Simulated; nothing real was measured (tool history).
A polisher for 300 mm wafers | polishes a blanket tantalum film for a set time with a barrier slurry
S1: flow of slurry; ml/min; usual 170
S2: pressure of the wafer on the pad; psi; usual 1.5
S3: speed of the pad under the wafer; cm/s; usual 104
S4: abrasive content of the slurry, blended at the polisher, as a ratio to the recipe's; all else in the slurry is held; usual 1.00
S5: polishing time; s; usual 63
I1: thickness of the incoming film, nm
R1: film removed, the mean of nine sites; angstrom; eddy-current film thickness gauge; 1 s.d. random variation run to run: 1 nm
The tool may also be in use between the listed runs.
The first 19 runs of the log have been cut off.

run,hour,S1,S2,S3,S4,S5,I1,R1
20,251.3,170,1.1,104,1.00,63,415.5,627
21,268.8,170,1.5,132,1.00,76,413.2,1288
22,285.1,170,1.5,104,1.00,82,422.8,1116
23,300.2,170,1.5,104,1.25,57,417.9,795
24,317.5,170,1.1,104,0.75,63,425.6,571
25,358.5,170,1.5,104,1.00,63,427.0,844
26,372.1,170,1.5,104,1.00,43,422.6,581
27,384.9,170,1.5,104,1.00,63,422.0,843
28,392.5,170,1.2,136,1.00,63,418.2,867
# hour 406.8: worn pad replaced by a new one
29,410.3,170,1.5,104,1.00,63,421.1,827
30,425.2,170,1.5,122,1.00,63,429.1,966
31,442.8,170,1.5,104,1.00,51,414.0,664

3 options for the next run, each taken on its own from the tool as it stands now. Forecast them:
A,443.2,170,1.5,104,1.00,76,417.0,?
B,443.2,120,1.5,104,0.75,63,417.0,?
C,443.2,200,1.1,68,1.15,63,417.0,?

run,R1
A,987
B,706
C,417
With the hidden condition removed and each run's random variation left untouched, the same runs would have given:
run,R1
A,1011
B,727
C,426
